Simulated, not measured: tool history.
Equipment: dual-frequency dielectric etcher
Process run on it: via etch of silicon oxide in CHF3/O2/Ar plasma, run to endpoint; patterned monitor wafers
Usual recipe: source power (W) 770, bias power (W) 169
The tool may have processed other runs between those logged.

run   hour  source power (W)  bias power (W)  wafers since the last listed run  hours since the last wet clean  hours since the last source power generator calibration  hours since the last bias power generator calibration  hours since the last upper electrode change  incoming incoming film thickness, nm  endpoint time (s)
  1      0               890             169                                 0                            91.7                                                   2726.4                                                 4858.3                                       4717.8                                 796.9              365.2
  2   37.8               890             169                               116                           129.5                                                   2764.2                                                 4896.1                                       4755.6                                 786.4              361.3
  3   68.4               890             169                                94                           160.1                                                   2794.8                                                 4926.7                                       4786.2                                 786.1              357.6
  4   82.4               770             169                                43                           174.1                                                   2808.8                                                 4940.7                                       4800.2                                 793.6              378.3
  5  106.3               770             169                                73                             198                                                   2832.7                                                 4964.6                                       4824.1                                 786.7              373.8
  6  136.9               770             169                                94                           228.6                                                   2863.3                                                 4995.2                                       4854.7                                 785.9              375.3
  7  168.9               770             169                                98                           260.6                                                   2895.3                                                 5027.2                                       4886.7                                   793              379.5
  8    199               770             199                                93                           290.7                                                   2925.4                                                 5057.3                                       4916.8                                 786.2              345.8
  9  220.4               770             199                                66                           312.1                                                   2946.8                                                 5078.7                                       4938.2                                 791.6              347.7
 10  249.9               640             178                                91                           341.6                                                   2976.3                                                 5108.2                                       4967.7                                 792.2              387.8
 11  285.7               770             169                               110                           377.4                                                   3012.1                                                   5144                                       5003.5                                 784.6              374.3
     290.6  -- source power generator calibrated
       297  -- bias power generator calibrated
     319.1  -- upper electrode replaced
 12  319.6               770             199                                11                           411.3                                                       29                                                   22.6                                          0.5                                 793.8              349.7

Run 13 comes next. What will it give?
 13  345.4               770             199                                79                           437.1                                                     54.8                                                   48.4                                         26.3                                 790.8                  ?

{"run 13": {"endpoint time (s)": 345.4}}
Without the tool's hidden state the same run would have given endpoint time (s) 350.8.
